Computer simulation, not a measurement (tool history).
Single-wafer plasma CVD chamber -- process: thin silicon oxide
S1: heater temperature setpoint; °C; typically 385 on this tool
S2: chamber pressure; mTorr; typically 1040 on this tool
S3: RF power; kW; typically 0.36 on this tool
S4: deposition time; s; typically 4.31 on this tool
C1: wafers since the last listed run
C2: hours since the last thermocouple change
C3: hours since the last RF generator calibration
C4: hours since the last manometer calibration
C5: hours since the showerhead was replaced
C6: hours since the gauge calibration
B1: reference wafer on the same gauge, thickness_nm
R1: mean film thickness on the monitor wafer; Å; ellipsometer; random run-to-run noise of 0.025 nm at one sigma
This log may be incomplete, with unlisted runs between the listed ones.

run    hour   S1    S2     S3    S4    C1      C2      C3      C4      C5      C6     B1      R1
  1       0  385  1040   0.36  4.31     0     187  1646.7  1098.6  3216.9     141  8.496  104.02
  2    36.8  385  1040   0.36  4.31   845   223.8  1683.5  1135.4  3253.7   177.8  8.498  104.21
  3    90.4  385  1040   0.36  4.31  1230   277.4  1737.1    1189  3307.3   231.4  8.501  104.23
  4   143.8  385  1040   0.36  4.31  1226   330.8  1790.5  1242.4  3360.7   284.8  8.502  103.54
  5   185.2  385  1040   0.36  4.31   950   372.2  1831.9  1283.8  3402.1   326.2  8.503   103.6
  6     242  385  1040   0.36  4.31  1304     429  1888.7  1340.6  3458.9     383  8.501  104.07
  7   286.1  385  1040   0.36  4.31  1012   473.1  1932.8  1384.7    3503   427.1  8.497  103.39
  8   354.5  385  1040   0.36  4.31  1570   541.5  2001.2  1453.1  3571.4   495.5    8.5  103.89
  9   419.6  385  1040  0.415  4.31  1494   606.6  2066.3  1518.2  3636.5   560.6  8.499  108.85
 10     444  385  1040  0.415  4.31   560     631  2090.7  1542.6  3660.9     585  8.503  109.65
 11   475.8  385  1040   0.36  4.31   730   662.8  2122.5  1574.4  3692.7   616.8  8.504  103.38
 12   536.1  385  1040   0.36  4.31  1384   723.1  2182.8  1634.7    3753   677.1    8.5  103.86
 13   602.3  385  1040   0.36  4.31  1520   789.3    2249  1700.9  3819.2   743.3  8.505  104.28
 14   664.3  385   970  0.425  4.31  1423   851.3    2311  1762.9  3881.2   805.3  8.505  102.59
 15   706.9  385   850  0.425  4.31   978   893.9  2353.6  1805.5  3923.8   847.9  8.502   85.54
 16     731  399   900   0.29  4.08   553     918  2377.7  1829.6  3947.9     872    8.5   75.63
      789.8  -- showerhead replaced
 17   790.3  385   870  0.415  5.04  1177   977.3    2437  1888.9     0.5   931.3  8.498  102.31
 18   827.4  385  1040   0.36  4.31   851  1014.4  2474.1    1926    37.6   968.4  8.499  103.16
      851.2  -- RF generator calibrated
 19   883.9  385   890   0.36  4.31  1113  1070.9    32.7  1982.5    94.1  1024.9  8.495   89.37
 20   926.6  385  1210   0.42  3.67   980  1113.6    75.4  2025.2   136.8  1067.6  8.504  108.16
      938.8  -- thermocouple changed; heater temperature recalibrated
 21   983.2  385  1040   0.36  4.31  1115    44.4     132  2081.8   193.4  1124.2  8.506  107.42
     1018.5  -- gauge calibrated
     1033.2  -- capacitance manometer re-zeroed and calibrated
 22  1087.1  385  1040   0.36  4.31  2202   148.3   235.9    53.9   297.3    68.6  8.501  105.17

The next listed run, before its measurement:
 23  1132.5  377  970  0.33  5.07  1042  193.7  281.3  99.3  342.7  114   ?   ?

{"run 23": {"B1": 8.508, "R1": 111.9}}
Had the tool carried no hidden state, the very same run would have given R1 111.86 Å.
